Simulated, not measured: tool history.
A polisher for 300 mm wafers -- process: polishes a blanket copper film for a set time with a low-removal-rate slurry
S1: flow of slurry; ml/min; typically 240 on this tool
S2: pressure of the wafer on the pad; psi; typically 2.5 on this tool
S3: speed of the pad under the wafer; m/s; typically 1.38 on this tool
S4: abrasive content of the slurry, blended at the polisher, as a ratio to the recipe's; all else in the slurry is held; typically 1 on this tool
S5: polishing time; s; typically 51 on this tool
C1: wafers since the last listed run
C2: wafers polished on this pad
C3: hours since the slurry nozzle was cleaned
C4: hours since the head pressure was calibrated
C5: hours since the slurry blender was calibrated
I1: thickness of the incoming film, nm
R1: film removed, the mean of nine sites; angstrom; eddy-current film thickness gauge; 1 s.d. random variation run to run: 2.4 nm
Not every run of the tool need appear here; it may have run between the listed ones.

run   hour   S1   S2    S3    S4  S5   C1    C2     C3     C4     C5      I1    R1
  1      0  240  2.5  1.38     1  51    0   809  147.1  157.2   35.5  1360.2  1997
  2   33.8  240  2.5  1.38     1  51  351  1161  180.9    191   69.3  1362.7  2010
      61.8  -- worn pad replaced by a new one
  3   62.3  240  2.5  1.38     1  51  254     4  209.4  219.5   97.8  1355.8  1999
      69.2  -- slurry nozzle cleaned
  4   84.7  240  2.5  1.38     1  51  222   227   15.5  241.9  120.2  1367.9  1944
  5  110.4  240  2.5  1.38     1  51  267   494   41.2  267.6  145.9  1353.2  1977
  6  123.1  240  3.1  1.38     1  51  132   626   53.9  280.3  158.6  1363.3  2382
  7  138.5  300  2.5  1.38     1  51  160   786   69.3  295.7    174  1376.6  1985
  8  153.3  300  2.5  1.38     1  51  153   940   84.1  310.5  188.8  1360.2  1985
  9  178.9  240  2.7  1.38     1  51  266  1206  109.7  336.1  214.4  1355.3  2035
 10  198.2  170  2.5  1.54   1.1  42  200  1407    129  355.4  233.7  1341.6  1698
     204.3  -- worn pad replaced by a new one
     206.8  -- slurry blender recalibrated
 11  217.8  260  2.1  1.38  0.75  62  141   119  148.6    375     11  1352.8  1905
 12  230.1  240  2.5  1.38     1  60  127   247  160.9  387.3   23.3  1380.8  2331
 13  242.6  305  3.2  1.38     1  51  129   377  173.4  399.8   35.8  1372.5  2649
       293  -- slurry nozzle cleaned
     298.7  -- head pressure recalibrated
     334.4  -- worn pad replaced by a new one
 14  344.9  240  2.5  1.38     1  51  990   109   51.9   46.2  138.1  1337.2  1965
 15  371.4  240  2.5  1.38  1.15  38  275   384   78.4   72.7  164.6  1368.3  1489
 16  403.8  240  2.5  1.76   0.9  57  336   721  110.8  105.1    197  1344.8  2642
 17  431.1  240  2.5  1.38     1  51  283  1005  138.1  132.4  224.3  1354.6  1895
     443.9  -- slurry blender recalibrated
       453  -- worn pad replaced by a new one
 18  458.6  320  2.1  1.38  0.85  62  223    58  165.6  159.9   14.7  1369.8  2070
     493.9  -- slurry nozzle cleaned
 19  494.4  240  2.5  1.38     1  51  361   420    0.5  195.7   50.5  1366.2  1991

Below, each run's measurement less what the same run would have read without the hidden state. Both values contain the same run-to-run variation, but the gauge's scatter may not be the same in both:
Hidden state at play: removal rate lost through wear of the pad, %; slurry flow missing at the pad, %; deviation of the head's pressure from its setpoint, %; abrasive missing from the slurry, %.
run    R1
  1   -19
  2   -36
  3   -52
  4   -63
  5   -78
  6  -103
  7   -95
  8  -104
  9  -123
 10  -116
 11   -13
 12   -24
 13   -35
 14   -82
 15   -75
 16  -156
 17  -131
 18   -13
 19   -32
